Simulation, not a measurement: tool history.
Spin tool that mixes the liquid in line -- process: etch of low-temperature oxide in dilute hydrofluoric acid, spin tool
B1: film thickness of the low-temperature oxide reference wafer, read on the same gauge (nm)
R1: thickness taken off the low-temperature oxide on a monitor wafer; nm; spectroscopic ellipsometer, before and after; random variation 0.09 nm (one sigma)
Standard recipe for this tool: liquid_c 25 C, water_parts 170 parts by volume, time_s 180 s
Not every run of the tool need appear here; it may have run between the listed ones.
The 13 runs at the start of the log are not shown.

Run 14, hour 342.7: usual settings but liquid_c 22.5 C; B1 79.99. Result: R1 14.31 nm.
At hour 373.8: thermometer replaced.
Run 15, hour 411.7: usual settings but liquid_c 21 C; B1 80.02. Result: R1 13.06 nm.
At hour 481.8: gauge calibrated.
Run 16, hour 495.3: usual settings; B1 80.02. Result: R1 15.34 nm.
Run 17, hour 513.4: usual settings but time_s 85 s; B1 79.93. Result: R1 7.23 nm.
Run 18, hour 539.6: usual settings but water_parts 145 parts by volume; B1 80.01. Result: R1 18.4 nm.
Run 19, hour 572.2: usual settings but liquid_c 29 C, water_parts 210 parts by volume; B1 80.03. Result: R1 13.52 nm.
Run 20, hour 595.4: usual settings but liquid_c 23 C, water_parts 220 parts by volume, time_s 235 s; B1 80. Result: R1 13.33 nm.
Run 21, hour 626.4: usual settings; B1 79.99. Result: R1 15 nm.
Run 22, hour 642.8: usual settings but liquid_c 26.5 C, water_parts 115 parts by volume, time_s 290 s; B1 80.01. Result: R1 40.6 nm.
Run 23, hour 678.5: usual settings; B1 80.01. Result: R1 14.92 nm.
Run 24, hour 698.4: usual settings; B1 80.01. Result: R1 14.91 nm.
Run 25, hour 728.2: usual settings but liquid_c 23 C; B1 80.01. Result: R1 13.89 nm.
Run 26, hour 754.7: usual settings but liquid_c 28.5 C; B1 79.98. Result: R1 16.83 nm.
Run 27, hour 789.2: usual settings but liquid_c 21 C; B1 79.95. Result: R1 12.54 nm.
Run 28, hour 810.2: usual settings; B1 79.98. Result: R1 14.84 nm.
At hour 819.4: hydrofluoric acid flow meter replaced.
Run 29, hour 824.2: usual settings but liquid_c 20.5 C, water_parts 235 parts by volume; B1 80. Result: R1 8.95 nm.
Run 30, hour 841.1: usual settings but time_s 220 s; B1 80.03. Result: R1 19.1 nm.
Run 31, hour 876.9: usual settings but water_parts 105 parts by volume, time_s 75 s; B1 80.01. Result: R1 11.33 nm.
Run 32, hour 906.6: usual settings; B1 80.01. Result: R1 15.53 nm.
Run 33, hour 940.7: usual settings but water_parts 190 parts by volume, time_s 135 s; B1 79.98. Result: R1 10.19 nm.

3 options for the next run, each taken on its own from the tool as it stands now. Forecast them:
Run A, hour 941.2: usual settings; B1 ?. Result: R1 ?.
Run B, hour 941.2: usual settings but time_s 140 s; B1 ?. Result: R1 ?.
Run C, hour 941.2: usual settings but liquid_c 27.5 C, water_parts 140 parts by volume, time_s 220 s; B1 ?. Result: R1 ?.

run     B1     R1
  A  79.99  15.57
  B  79.99  12.11
  C  79.99   26.3
Stripped of hidden state, with their random variation kept, the same runs would have yielded:
run     R1
  A  15.88
  B  12.35
  C  26.81
